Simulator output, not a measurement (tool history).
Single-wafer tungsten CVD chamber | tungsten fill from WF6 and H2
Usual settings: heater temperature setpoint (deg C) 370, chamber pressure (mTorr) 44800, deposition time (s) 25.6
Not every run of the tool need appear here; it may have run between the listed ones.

| run | day | heater temperature setpoint (deg C) | chamber pressure (mTorr) | deposition time (s) | read-back reference wafer on the same gauge, thickness_nm | mean film thickness on the monitor wafer (nm) |
|---|---|---|---|---|---|---|
| 1 | 0 | 370 | 38700 | 25.6 | 43.007 | 46.582 |
| 2 | 1.083 | 370 | 44800 | 25.6 | 43.02 | 49.751 |
| 3 | 2.317 | 370 | 44800 | 25.6 | 43.061 | 49.63 |
| 4 | 2.921 | 370 | 44800 | 25.6 | 42.993 | 49.936 |
| 5 | 3.85 | 370 | 37900 | 25.6 | 43.055 | 46.217 |
| 6 | 4.708 | 370 | 37900 | 25.6 | 42.996 | 46.45 |
| 7 | 6.017 | 370 | 37900 | 25.6 | 43.055 | 46.224 |
| 8 | 6.962 | 370 | 44800 | 25.6 | 43.031 | 49.861 |
| 9 | 8.421 | 370 | 44800 | 25.6 | 42.973 | 50.164 |
| 10 | 9.525 | 370 | 44800 | 25.6 | 43.005 | 49.959 |
| 11 | 10.5 | 370 | 44800 | 25.6 | 42.957 | 49.678 |
|  | 11.233 | gauge calibrated |
| 12 | 11.375 | 370 | 44800 | 25.6 | 43.01 | 49.939 |
|  | 12.525 | showerhead replaced |
| 13 | 12.546 | 370 | 44800 | 25.6 | 42.978 | 50.002 |
| 14 | 13.258 | 363 | 52200 | 28.2 | 43.02 | 52.033 |
| 15 | 14.183 | 379 | 50400 | 23.9 | 43.053 | 57.941 |
|  | 16.442 | capacitance manometer re-zeroed and calibrated |
| 16 | 18.483 | 381 | 38200 | 25.6 | 42.99 | 57.091 |
| 17 | 20.404 | 378 | 39700 | 25.6 | 43.027 | 54.712 |
| 18 | 21.262 | 384 | 44800 | 25.6 | 43.01 | 64.474 |
|  | 21.979 | thermocouple changed; heater temperature recalibrated |
| 19 | 22.162 | 356 | 44800 | 25.6 | 43.044 | 36.759 |
| 20 | 23.454 | 377 | 53800 | 30.3 | 42.998 | 70.932 |
| 21 | 24.921 | 363 | 52200 | 28.2 | 43.015 | 50.305 |
| 22 | 25.838 | 370 | 44800 | 27.3 | 43.001 | 52.325 |
| 23 | 27.067 | 375 | 49600 | 21.4 | 42.933 | 46.902 |
| 24 | 28.429 | 370 | 44800 | 27.1 | 42.982 | 51.52 |
| 25 | 29.925 | 374 | 54600 | 20.9 | 43.045 | 47.168 |
| 26 | 30.912 | 370 | 44800 | 25.6 | 43.01 | 48.781 |
| 27 | 31.471 | 370 | 37900 | 25.6 | 43.013 | 45.839 |

Here are 4 independent what-if runs from the current tool condition. What would each one return?
| A | 31.488 | 370 | 44800 | 25.6 | ? | ? |
| B | 31.488 | 383 | 55400 | 21.6 | ? | ? |
| C | 31.488 | 378 | 36700 | 23.4 | ? | ? |
| D | 31.488 | 358 | 36600 | 23.2 | ? | ? |

| run | read-back reference wafer on the same gauge, thickness_nm | mean film thickness on the monitor wafer (nm) |
|---|---|---|
| A | 42.976 | 49.145 |
| B | 42.976 | 57.654 |
| C | 42.976 | 47.459 |
| D | 42.976 | 32.313 |
Take away the tool's hidden state, keep each run's random variation, and the runs would have read:
| run | mean film thickness on the monitor wafer (nm) |
|---|---|
| A | 48.509 |
| B | 56.943 |
| C | 46.858 |
| D | 31.876 |

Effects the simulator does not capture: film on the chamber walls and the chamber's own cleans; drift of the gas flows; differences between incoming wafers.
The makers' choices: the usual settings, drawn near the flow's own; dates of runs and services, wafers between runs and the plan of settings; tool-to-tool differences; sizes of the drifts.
